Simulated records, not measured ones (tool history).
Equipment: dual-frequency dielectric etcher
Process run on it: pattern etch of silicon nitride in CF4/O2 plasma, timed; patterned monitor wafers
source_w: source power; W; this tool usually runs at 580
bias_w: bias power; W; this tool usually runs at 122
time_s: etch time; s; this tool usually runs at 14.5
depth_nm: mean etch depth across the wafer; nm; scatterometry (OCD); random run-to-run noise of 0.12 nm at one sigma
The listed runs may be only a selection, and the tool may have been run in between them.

run	hour	source_w	bias_w	time_s	read-back reference wafer on the same gauge, depth_nm	depth_nm
1	0	580	122	14.5	24.78	30.68
2	23.5	580	122	14.5	24.88	30.8
3	49.8	580	122	14.5	24.81	30.81
4	63.2	580	122	14.5	24.87	30.78
5	96.5	580	122	14.5	24.93	30.85
# hour 136.4: upper electrode replaced
6	136.9	580	122	14.5	24.95	31.19
7	138.9	580	122	14.5	24.98	30.85
8	172.6	580	122	14.5	25.01	30.89
# hour 198.1: bias power generator calibrated
9	200	580	122	14.5	25.04	30.98
# hour 214.5: source power generator calibrated
# hour 229.3: wet clean of the chamber
10	234.9	690	114	12	25.03	29.09
# hour 245.7: gauge calibrated
11	269.9	580	143	14.5	24.58	32.83
12	298	640	122	14.5	24.59	33.22
13	324.2	580	110	14.5	24.63	28.91
14	348.1	580	122	14.5	24.63	30.69

What was the tool's hidden state at every run in the log?
etch rate over this chamber's usual, %: 0 at every run
source power that arrives over what is set, %: 0 at every run
bias power that arrives over what is set, %: 0 at every run
H1: gauge reads high (%)
run	H1
1	0.907
2	1
3	1.11
4	1.16
5	1.29
6	1.45
7	1.46
8	1.6
9	1.71
10	1.85
11	-0.161
12	-0.0482
13	0.0566
14	0.152

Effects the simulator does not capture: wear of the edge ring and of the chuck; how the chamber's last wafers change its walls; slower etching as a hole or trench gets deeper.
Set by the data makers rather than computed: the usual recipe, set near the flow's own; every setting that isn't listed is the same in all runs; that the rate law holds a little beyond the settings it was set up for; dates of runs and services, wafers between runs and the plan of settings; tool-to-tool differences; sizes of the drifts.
